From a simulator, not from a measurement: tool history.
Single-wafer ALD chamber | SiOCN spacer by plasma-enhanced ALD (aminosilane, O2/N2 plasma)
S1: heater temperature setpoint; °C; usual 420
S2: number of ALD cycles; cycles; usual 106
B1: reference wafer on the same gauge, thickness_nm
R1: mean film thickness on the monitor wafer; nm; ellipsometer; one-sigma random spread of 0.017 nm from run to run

{"run": 1, "day": 0.0, "S1": 420, "S2": 106, "B1": 7.033, "R1": 6.549}
{"run": 2, "day": 0.371, "S1": 420, "S2": 106, "B1": 7.03, "R1": 6.584}
{"run": 3, "day": 0.633, "S1": 420, "S2": 106, "B1": 7.029, "R1": 6.61}
{"run": 4, "day": 1.179, "S1": 420, "S2": 106, "B1": 7.031, "R1": 6.568}
{"run": 5, "day": 1.429, "S1": 420, "S2": 106, "B1": 7.028, "R1": 6.56}
{"run": 6, "day": 2.154, "S1": 420, "S2": 106, "B1": 7.032, "R1": 6.582}
{"run": 7, "day": 2.571, "S1": 420, "S2": 106, "B1": 7.029, "R1": 6.588}
{"run": 8, "day": 2.838, "S1": 420, "S2": 106, "B1": 7.035, "R1": 6.57}
{"run": 9, "day": 3.225, "S1": 420, "S2": 106, "B1": 7.029, "R1": 6.57}
{"run": 10, "day": 3.671, "S1": 420, "S2": 106, "B1": 7.028, "R1": 6.534}
{"run": 11, "day": 3.925, "S1": 420, "S2": 106, "B1": 7.031, "R1": 6.573}
{"run": 12, "day": 4.229, "S1": 414, "S2": 106, "B1": 7.029, "R1": 6.686}
{"run": 13, "day": 4.9, "S1": 414, "S2": 106, "B1": 7.03, "R1": 6.664}
{"run": 14, "day": 5.488, "S1": 414, "S2": 106, "B1": 7.032, "R1": 6.672}
{"run": 15, "day": 5.896, "S1": 420, "S2": 123, "B1": 7.03, "R1": 7.606}
{"run": 16, "day": 6.15, "S1": 420, "S2": 123, "B1": 7.029, "R1": 7.615}
{"run": 17, "day": 6.492, "S1": 420, "S2": 106, "B1": 7.034, "R1": 6.547}
{"run": 18, "day": 6.838, "S1": 420, "S2": 106, "B1": 7.028, "R1": 6.559}
{"run": 19, "day": 7.525, "S1": 420, "S2": 106, "B1": 7.028, "R1": 6.525}
{"run": 20, "day": 8.179, "S1": 420, "S2": 106, "B1": 7.028, "R1": 6.523}
{"run": 21, "day": 8.521, "S1": 420, "S2": 106, "B1": 7.032, "R1": 6.563}
{"run": 22, "day": 8.929, "S1": 420, "S2": 95, "B1": 7.028, "R1": 5.893}
{"run": 23, "day": 9.229, "S1": 420, "S2": 106, "B1": 7.03, "R1": 6.538}
{"run": 24, "day": 9.95, "S1": 420, "S2": 106, "B1": 7.031, "R1": 6.501}
{"run": 25, "day": 10.633, "S1": 414, "S2": 106, "B1": 7.033, "R1": 6.654}
{"run": 26, "day": 11.0, "S1": 412, "S2": 89, "B1": 7.032, "R1": 5.643}
{"run": 27, "day": 11.612, "S1": 420, "S2": 89, "B1": 7.03, "R1": 5.454}
{"run": 28, "day": 12.229, "S1": 426, "S2": 126, "B1": 7.032, "R1": 7.62}
{"run": 29, "day": 12.554, "S1": 425, "S2": 92, "B1": 7.035, "R1": 5.555}
{"run": 30, "day": 12.896, "S1": 420, "S2": 106, "B1": 7.032, "R1": 6.529}
{"run": 31, "day": 13.238, "S1": 424, "S2": 93, "B1": 7.029, "R1": 5.658}
{"run": 32, "day": 14.408, "S1": 430, "S2": 120, "B1": 7.031, "R1": 7.148}
{"run": 33, "day": 16.533, "S1": 416, "S2": 86, "B1": 7.031, "R1": 5.365}
{"day": 17.154, "done": "thermocouple changed; heater temperature recalibrated"}
{"run": 34, "day": 17.175, "S1": 416, "S2": 97, "B1": 7.03, "R1": 6.157}
{"run": 35, "day": 17.3, "S1": 415, "S2": 106, "B1": 7.029, "R1": 6.751}
{"day": 17.629, "done": "gauge calibrated"}
{"run": 36, "day": 17.717, "S1": 420, "S2": 106, "B1": 7.029, "R1": 6.647}
{"run": 37, "day": 18.267, "S1": 420, "S2": 97, "B1": 7.028, "R1": 6.072}
{"run": 38, "day": 18.975, "S1": 420, "S2": 106, "B1": 7.03, "R1": 6.647}
{"run": 39, "day": 19.379, "S1": 430, "S2": 91, "B1": 7.031, "R1": 5.508}
{"run": 40, "day": 19.883, "S1": 429, "S2": 106, "B1": 7.025, "R1": 6.44}
{"run": 41, "day": 20.596, "S1": 420, "S2": 98, "B1": 7.031, "R1": 6.15}
{"run": 42, "day": 21.138, "S1": 407, "S2": 113, "B1": 7.027, "R1": 7.4}
{"run": 43, "day": 21.492, "S1": 409, "S2": 99, "B1": 7.027, "R1": 6.431}
{"run": 44, "day": 21.971, "S1": 407, "S2": 97, "B1": 7.031, "R1": 6.365}
{"run": 45, "day": 22.492, "S1": 430, "S2": 112, "B1": 7.029, "R1": 6.76}

Predict each of these 5 candidate next runs independently; none follows another, all start after run 45:
{"run": "A", "day": 22.517, "S1": 420, "S2": 85, "B1": "?", "R1": "?"}
{"run": "B", "day": 22.517, "S1": 424, "S2": 112, "B1": "?", "R1": "?"}
{"run": "C", "day": 22.517, "S1": 416, "S2": 98, "B1": "?", "R1": "?"}
{"run": "D", "day": 22.517, "S1": 427, "S2": 106, "B1": "?", "R1": "?"}
{"run": "E", "day": 22.517, "S1": 407, "S2": 116, "B1": "?", "R1": "?"}

run=A B1=7.031 R1=5.313
run=B B1=7.031 R1=6.906
run=C B1=7.031 R1=6.209
run=D B1=7.031 R1=6.468
run=E B1=7.031 R1=7.571
Had the tool no hidden state, the same runs would have come out as:
run=A R1=5.342
run=B R1=6.943
run=C R1=6.242
run=D R1=6.504
run=E R1=7.61
